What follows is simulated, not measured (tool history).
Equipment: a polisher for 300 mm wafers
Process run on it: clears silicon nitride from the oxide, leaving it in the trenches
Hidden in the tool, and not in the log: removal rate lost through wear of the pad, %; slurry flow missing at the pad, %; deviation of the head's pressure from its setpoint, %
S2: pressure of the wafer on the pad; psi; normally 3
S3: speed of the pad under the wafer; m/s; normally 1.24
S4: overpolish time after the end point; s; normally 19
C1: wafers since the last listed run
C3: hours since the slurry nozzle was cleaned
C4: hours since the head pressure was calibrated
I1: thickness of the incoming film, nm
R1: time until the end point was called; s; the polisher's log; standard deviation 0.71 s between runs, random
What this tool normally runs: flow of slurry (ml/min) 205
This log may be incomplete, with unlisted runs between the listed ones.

run 1 hour=0 | flow_of_slurry_(ml/min)=185 S2=3 S3=1.24 S4=19 | C1=0 wafers_polished_on_this_pad=355 C3=34.2 C4=837.9 | I1=90.3 | R1=77.4
run 2 hour=16 | flow_of_slurry_(ml/min)=205 S2=3 S3=1.24 S4=19 | C1=155 wafers_polished_on_this_pad=511 C3=50.2 C4=853.9 | I1=89.5 | R1=75.3
run 3 hour=28.9 | flow_of_slurry_(ml/min)=205 S2=3 S3=1.24 S4=19 | C1=125 wafers_polished_on_this_pad=637 C3=63.1 C4=866.8 | I1=90.8 | R1=78.5
run 4 hour=39.8 | flow_of_slurry_(ml/min)=205 S2=2.5 S3=1.24 S4=19 | C1=106 wafers_polished_on_this_pad=743 C3=74 C4=877.7 | I1=90.8 | R1=93.8
run 5 hour=47.6 | flow_of_slurry_(ml/min)=205 S2=2.5 S3=1.24 S4=19 | C1=75 wafers_polished_on_this_pad=819 C3=81.8 C4=885.5 | I1=89.4 | R1=93.4
run 6 hour=56.7 | flow_of_slurry_(ml/min)=205 S2=2.5 S3=1.24 S4=19 | C1=88 wafers_polished_on_this_pad=907 C3=90.9 C4=894.6 | I1=89.1 | R1=92.3
-- hour=70.7 worn pad replaced by a new one
run 7 hour=71.2 | flow_of_slurry_(ml/min)=205 S2=3 S3=1.24 S4=19 | C1=102 wafers_polished_on_this_pad=4 C3=105.4 C4=909.1 | I1=89.8 | R1=75
run 8 hour=78.7 | flow_of_slurry_(ml/min)=205 S2=3 S3=1.24 S4=19 | C1=73 wafers_polished_on_this_pad=77 C3=112.9 C4=916.6 | I1=91.3 | R1=75.8
run 9 hour=90 | flow_of_slurry_(ml/min)=205 S2=3 S3=1.24 S4=19 | C1=110 wafers_polished_on_this_pad=187 C3=124.2 C4=927.9 | I1=89.7 | R1=75.2
-- hour=96.7 head pressure recalibrated
run 10 hour=114.3 | flow_of_slurry_(ml/min)=205 S2=3 S3=1.24 S4=19 | C1=217 wafers_polished_on_this_pad=404 C3=148.5 C4=17.6 | I1=89.4 | R1=76.9
run 11 hour=130.4 | flow_of_slurry_(ml/min)=205 S2=3 S3=1.24 S4=19 | C1=156 wafers_polished_on_this_pad=561 C3=164.6 C4=33.7 | I1=89.3 | R1=76.4
run 12 hour=160.3 | flow_of_slurry_(ml/min)=205 S2=3 S3=1.24 S4=19 | C1=291 wafers_polished_on_this_pad=853 C3=194.5 C4=63.6 | I1=91 | R1=77.6
-- hour=180.7 worn pad replaced by a new one
run 13 hour=181.2 | flow_of_slurry_(ml/min)=155 S2=3 S3=1.24 S4=19 | C1=164 wafers_polished_on_this_pad=4 C3=215.4 C4=84.5 | I1=89.9 | R1=78
run 14 hour=191 | flow_of_slurry_(ml/min)=155 S2=3 S3=1.24 S4=19 | C1=95 wafers_polished_on_this_pad=100 C3=225.2 C4=94.3 | I1=89.7 | R1=77.7
run 15 hour=208.6 | flow_of_slurry_(ml/min)=205 S2=3 S3=1.24 S4=19 | C1=171 wafers_polished_on_this_pad=271 C3=242.8 C4=111.9 | I1=90.6 | R1=75
run 16 hour=222.8 | flow_of_slurry_(ml/min)=205 S2=3 S3=1.24 S4=29 | C1=138 wafers_polished_on_this_pad=410 C3=257 C4=126.1 | I1=91.1 | R1=77.3
run 17 hour=240.7 | flow_of_slurry_(ml/min)=205 S2=2.3 S3=1.24 S4=19 | C1=174 wafers_polished_on_this_pad=584 C3=274.9 C4=144 | I1=89.5 | R1=100
run 18 hour=248.1 | flow_of_slurry_(ml/min)=205 S2=3 S3=1.24 S4=19 | C1=72 wafers_polished_on_this_pad=656 C3=282.3 C4=151.4 | I1=90.2 | R1=77.5
run 19 hour=263.5 | flow_of_slurry_(ml/min)=205 S2=2.5 S3=1.24 S4=19 | C1=150 wafers_polished_on_this_pad=806 C3=297.7 C4=166.8 | I1=90.1 | R1=91.6
run 20 hour=280.1 | flow_of_slurry_(ml/min)=175 S2=3.7 S3=0.88 S4=14 | C1=161 wafers_polished_on_this_pad=968 C3=314.3 C4=183.4 | I1=90 | R1=81.5
-- hour=295 slurry nozzle cleaned
run 21 hour=295.5 | flow_of_slurry_(ml/min)=205 S2=2 S3=1.38 S4=8 | C1=140 wafers_polished_on_this_pad=1108 C3=0.5 C4=198.8 | I1=89.4 | R1=109
-- hour=300.3 worn pad replaced by a new one
run 22 hour=301.4 | flow_of_slurry_(ml/min)=145 S2=3.5 S3=1.24 S4=19 | C1=18 wafers_polished_on_this_pad=11 C3=6.4 C4=204.7 | I1=91.6 | R1=69.7
run 23 hour=314.5 | flow_of_slurry_(ml/min)=275 S2=2.2 S3=1.5 S4=16 | C1=127 wafers_polished_on_this_pad=138 C3=19.5 C4=217.8 | I1=89 | R1=83.9
run 24 hour=326.8 | flow_of_slurry_(ml/min)=265 S2=2.2 S3=1.46 S4=9 | C1=119 wafers_polished_on_this_pad=258 C3=31.8 C4=230.1 | I1=88.1 | R1=87.9
run 25 hour=340.5 | flow_of_slurry_(ml/min)=170 S2=3.9 S3=1.24 S4=11 | C1=133 wafers_polished_on_this_pad=392 C3=45.5 C4=243.8 | I1=89.2 | R1=58.9
run 26 hour=357.3 | flow_of_slurry_(ml/min)=205 S2=3.8 S3=0.92 S4=23 | C1=163 wafers_polished_on_this_pad=555 C3=62.3 C4=260.6 | I1=88.4 | R1=73.7
run 27 hour=366.2 | flow_of_slurry_(ml/min)=245 S2=3.7 S3=0.84 S4=13 | C1=86 wafers_polished_on_this_pad=642 C3=71.2 C4=269.5 | I1=90.2 | R1=80.5
run 28 hour=378.7 | flow_of_slurry_(ml/min)=205 S2=3.4 S3=1.24 S4=15 | C1=121 wafers_polished_on_this_pad=764 C3=83.7 C4=282 | I1=88.7 | R1=68.4
run 29 hour=385 | flow_of_slurry_(ml/min)=205 S2=3 S3=1.24 S4=19 | C1=61 wafers_polished_on_this_pad=825 C3=90 C4=288.3 | I1=90 | R1=77.9
run 30 hour=397.6 | flow_of_slurry_(ml/min)=230 S2=3 S3=1.04 S4=22 | C1=122 wafers_polished_on_this_pad=948 C3=102.6 C4=300.9 | I1=90 | R1=88.4
-- hour=412.1 worn pad replaced by a new one
run 31 hour=412.6 | flow_of_slurry_(ml/min)=225 S2=2.1 S3=1.24 S4=27 | C1=107 wafers_polished_on_this_pad=4 C3=117.6 C4=315.9 | I1=89.9 | R1=104.9
run 32 hour=418.8 | flow_of_slurry_(ml/min)=205 S2=2.7 S3=1.24 S4=19 | C1=60 wafers_polished_on_this_pad=65 C3=123.8 C4=322.1 | I1=90.7 | R1=84.4
run 33 hour=434.8 | flow_of_slurry_(ml/min)=225 S2=3.6 S3=0.82 S4=9 | C1=155 wafers_polished_on_this_pad=221 C3=139.8 C4=338.1 | I1=89.8 | R1=81.2
run 34 hour=444.2 | flow_of_slurry_(ml/min)=205 S2=3 S3=1.24 S4=19 | C1=91 wafers_polished_on_this_pad=312 C3=149.2 C4=347.5 | I1=89 | R1=75.6
run 35 hour=461.9 | flow_of_slurry_(ml/min)=135 S2=3 S3=1.64 S4=19 | C1=172 wafers_polished_on_this_pad=485 C3=166.9 C4=365.2 | I1=90.6 | R1=66.4
run 36 hour=474.1 | flow_of_slurry_(ml/min)=205 S2=4 S3=1.6 S4=23 | C1=118 wafers_polished_on_this_pad=604 C3=179.1 C4=377.4 | I1=89.5 | R1=48.1

Some steps in R1, run to run, broken into two amounts with sign: the step expected even without the hidden condition (settings, incoming material, random variation), and the rest, left for the hidden condition together with whatever gauge scatter is not in both the measured and the hidden-condition-free result:
Run 6 -> 7: S2 2.5 -> 3, worn pad replaced by a new one. R1 -17.3 s: hidden state -5, all else -12.3.
Run 20 -> 21: flow of slurry (ml/min) 175 -> 205, S2 3.7 -> 2, S3 0.88 -> 1.38, S4 14 -> 8, slurry nozzle cleaned. R1 +27.5 s: hidden state +2.7, all else +24.8.
Run 21 -> 22: flow of slurry (ml/min) 205 -> 145, S2 2 -> 3.5, S3 1.38 -> 1.24, S4 8 -> 19, worn pad replaced by a new one. R1 -39.3 s: hidden state -7, all else -32.3.
Run 24 -> 25: flow of slurry (ml/min) 265 -> 170, S2 2.2 -> 3.9, S3 1.46 -> 1.24, S4 9 -> 11. R1 -29 s: hidden state -0.3, all else -28.7.
Run 30 -> 31: flow of slurry (ml/min) 230 -> 225, S2 3 -> 2.1, S3 1.04 -> 1.24, S4 22 -> 27, worn pad replaced by a new one. R1 +16.5 s: hidden state -5.7, all else +22.2.
